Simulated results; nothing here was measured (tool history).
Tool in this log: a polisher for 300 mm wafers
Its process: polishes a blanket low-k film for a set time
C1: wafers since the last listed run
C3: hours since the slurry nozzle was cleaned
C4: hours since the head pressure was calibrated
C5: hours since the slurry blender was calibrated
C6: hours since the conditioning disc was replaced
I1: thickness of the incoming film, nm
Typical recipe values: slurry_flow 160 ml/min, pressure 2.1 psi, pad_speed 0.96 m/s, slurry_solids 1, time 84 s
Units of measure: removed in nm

run 1 hour=0 | slurry_flow=160 pressure=2.1 pad_speed=0.72 slurry_solids=1 time=96 | C1=0 wafers_polished_on_this_pad=6146 C3=439.8 C4=1367.8 C5=550.6 C6=7.3 | I1=651.4 | removed=26
-- hour=28.5 worn pad replaced by a new one
run 2 hour=37.3 | slurry_flow=160 pressure=2.1 pad_speed=1.28 slurry_solids=1 time=84 | C1=375 wafers_polished_on_this_pad=99 C3=477.1 C4=1405.1 C5=587.9 C6=44.6 | I1=662.3 | removed=35.6
-- hour=46.4 slurry blender recalibrated
run 3 hour=65.7 | slurry_flow=160 pressure=2.1 pad_speed=0.96 slurry_solids=0.7 time=84 | C1=297 wafers_polished_on_this_pad=396 C3=505.5 C4=1433.5 C5=19.3 C6=73 | I1=657.1 | removed=23.4
run 4 hour=99.7 | slurry_flow=160 pressure=2.1 pad_speed=0.96 slurry_solids=1 time=84 | C1=383 wafers_polished_on_this_pad=780 C3=539.5 C4=1467.5 C5=53.3 C6=107 | I1=649.7 | removed=27.8
run 5 hour=161.7 | slurry_flow=160 pressure=1.6 pad_speed=0.74 slurry_solids=1 time=84 | C1=699 wafers_polished_on_this_pad=1479 C3=601.5 C4=1529.5 C5=115.3 C6=169 | I1=656.1 | removed=17.5
-- hour=193 head pressure recalibrated
run 6 hour=217.3 | slurry_flow=160 pressure=2.1 pad_speed=0.96 slurry_solids=0.9 time=84 | C1=604 wafers_polished_on_this_pad=2084 C3=657.1 C4=24.3 C5=170.9 C6=224.6 | I1=659.4 | removed=26
run 7 hour=260 | slurry_flow=160 pressure=2.1 pad_speed=0.96 slurry_solids=1 time=84 | C1=481 wafers_polished_on_this_pad=2565 C3=699.8 C4=67 C5=213.6 C6=267.3 | I1=668.3 | removed=26.9
-- hour=279.7 slurry nozzle cleaned
run 8 hour=315.3 | slurry_flow=160 pressure=1.6 pad_speed=0.96 slurry_solids=1 time=84 | C1=612 wafers_polished_on_this_pad=3178 C3=35.6 C4=122.3 C5=268.9 C6=322.6 | I1=652.9 | removed=23.3
run 9 hour=380.7 | slurry_flow=160 pressure=2.1 pad_speed=0.72 slurry_solids=1 time=96 | C1=737 wafers_polished_on_this_pad=3916 C3=101 C4=187.7 C5=334.3 C6=388 | I1=653.3 | removed=27
run 10 hour=426.4 | slurry_flow=160 pressure=2.5 pad_speed=0.96 slurry_solids=1.1 time=106 | C1=515 wafers_polished_on_this_pad=4431 C3=146.7 C4=233.4 C5=380 C6=433.7 | I1=665.5 | removed=46.6
-- hour=504.2 worn pad replaced by a new one
-- hour=573.4 conditioning disc replaced and pad reconditioned
run 11 hour=632.8 | slurry_flow=160 pressure=2.1 pad_speed=0.96 slurry_solids=1.3 time=100 | C1=2260 wafers_polished_on_this_pad=1427 C3=353.1 C4=439.8 C5=586.4 C6=59.4 | I1=664.5 | removed=39.3
-- hour=658.6 slurry blender recalibrated
run 12 hour=661.8 | slurry_flow=160 pressure=2.1 pad_speed=0.96 slurry_solids=1 time=99 | C1=304 wafers_polished_on_this_pad=1731 C3=382.1 C4=468.8 C5=3.2 C6=88.4 | I1=659.9 | removed=34.3
run 13 hour=696.2 | slurry_flow=160 pressure=2.1 pad_speed=0.66 slurry_solids=1 time=84 | C1=388 wafers_polished_on_this_pad=2119 C3=416.5 C4=503.2 C5=37.6 C6=122.8 | I1=666.2 | removed=21.5
run 14 hour=747 | slurry_flow=160 pressure=2.1 pad_speed=0.74 slurry_solids=1 time=84 | C1=572 wafers_polished_on_this_pad=2692 C3=467.3 C4=554 C5=88.4 C6=173.6 | I1=655.5 | removed=23.4
run 15 hour=807.2 | slurry_flow=160 pressure=2.1 pad_speed=0.96 slurry_solids=0.75 time=84 | C1=679 wafers_polished_on_this_pad=3371 C3=527.5 C4=614.2 C5=148.6 C6=233.8 | I1=667.8 | removed=25
run 16 hour=853.7 | slurry_flow=160 pressure=2.1 pad_speed=0.96 slurry_solids=1.3 time=100 | C1=524 wafers_polished_on_this_pad=3896 C3=574 C4=660.7 C5=195.1 C6=280.3 | I1=668.3 | removed=38.1
run 17 hour=918.7 | slurry_flow=205 pressure=2.1 pad_speed=0.96 slurry_solids=1 time=84 | C1=733 wafers_polished_on_this_pad=4629 C3=639 C4=725.7 C5=260.1 C6=345.3 | I1=665.6 | removed=29.3
-- hour=968.2 slurry nozzle cleaned
run 18 hour=979.4 | slurry_flow=160 pressure=2.1 pad_speed=0.96 slurry_solids=1 time=84 | C1=673 wafers_polished_on_this_pad=5302 C3=11.2 C4=786.4 C5=320.8 C6=406 | I1=654.6 | removed=29.9
run 19 hour=1030.1 | slurry_flow=160 pressure=2.1 pad_speed=0.78 slurry_solids=1.15 time=55 | C1=571 wafers_polished_on_this_pad=5874 C3=61.9 C4=837.1 C5=371.5 C6=456.7 | I1=665.8 | removed=17.5
-- hour=1053.4 conditioning disc replaced and pad reconditioned
-- hour=1054 worn pad replaced by a new one
run 20 hour=1094 | slurry_flow=160 pressure=2.1 pad_speed=0.96 slurry_solids=1 time=84 | C1=691 wafers_polished_on_this_pad=450 C3=125.8 C4=901 C5=435.4 C6=40.6 | I1=669 | removed=30.3
-- hour=1130.9 slurry blender recalibrated
run 21 hour=1142.4 | slurry_flow=210 pressure=2.8 pad_speed=0.8 slurry_solids=1 time=113 | C1=523 wafers_polished_on_this_pad=974 C3=174.2 C4=949.4 C5=11.5 C6=89 | I1=659.6 | removed=47.7
run 22 hour=1178.8 | slurry_flow=160 pressure=2.1 pad_speed=0.96 slurry_solids=1 time=84 | C1=410 wafers_polished_on_this_pad=1384 C3=210.6 C4=985.8 C5=47.9 C6=125.4 | I1=670.9 | removed=29.3
run 23 hour=1212 | slurry_flow=160 pressure=2.1 pad_speed=0.96 slurry_solids=1 time=84 | C1=374 wafers_polished_on_this_pad=1759 C3=243.8 C4=1019 C5=81.1 C6=158.6 | I1=657 | removed=29.4
run 24 hour=1237.3 | slurry_flow=185 pressure=2.3 pad_speed=0.96 slurry_solids=1 time=60 | C1=285 wafers_polished_on_this_pad=2044 C3=269.1 C4=1044.3 C5=106.4 C6=183.9 | I1=670.4 | removed=23.4
run 25 hour=1266.3 | slurry_flow=160 pressure=1.8 pad_speed=0.7 slurry_solids=0.75 time=74 | C1=327 wafers_polished_on_this_pad=2371 C3=298.1 C4=1073.3 C5=135.4 C6=212.9 | I1=665 | removed=14.8

What if the next run were any one of these 4? Each begins from the tool's condition after run 25:
run A hour=1266.7 | slurry_flow=160 pressure=2.1 pad_speed=0.96 slurry_solids=1 time=84 | C1=4 wafers_polished_on_this_pad=2376 C3=298.5 C4=1073.7 C5=135.8 C6=213.3 | I1=663.4 | removed=?
run B hour=1266.7 | slurry_flow=140 pressure=2.1 pad_speed=0.96 slurry_solids=1 time=84 | C1=4 wafers_polished_on_this_pad=2376 C3=298.5 C4=1073.7 C5=135.8 C6=213.3 | I1=663.4 | removed=?
run C hour=1266.7 | slurry_flow=160 pressure=2.1 pad_speed=0.96 slurry_solids=1.25 time=84 | C1=4 wafers_polished_on_this_pad=2376 C3=298.5 C4=1073.7 C5=135.8 C6=213.3 | I1=663.4 | removed=?
run D hour=1266.7 | slurry_flow=120 pressure=2.1 pad_speed=0.96 slurry_solids=0.9 time=84 | C1=4 wafers_polished_on_this_pad=2376 C3=298.5 C4=1073.7 C5=135.8 C6=213.3 | I1=663.4 | removed=?

run=A removed=28.7
run=B removed=27.9
run=C removed=31.7
run=D removed=25.6
With no hidden state in the tool, these same runs would have given:
run=A removed=29.6
run=B removed=28.9
run=C removed=32.7
run=D removed=26.6

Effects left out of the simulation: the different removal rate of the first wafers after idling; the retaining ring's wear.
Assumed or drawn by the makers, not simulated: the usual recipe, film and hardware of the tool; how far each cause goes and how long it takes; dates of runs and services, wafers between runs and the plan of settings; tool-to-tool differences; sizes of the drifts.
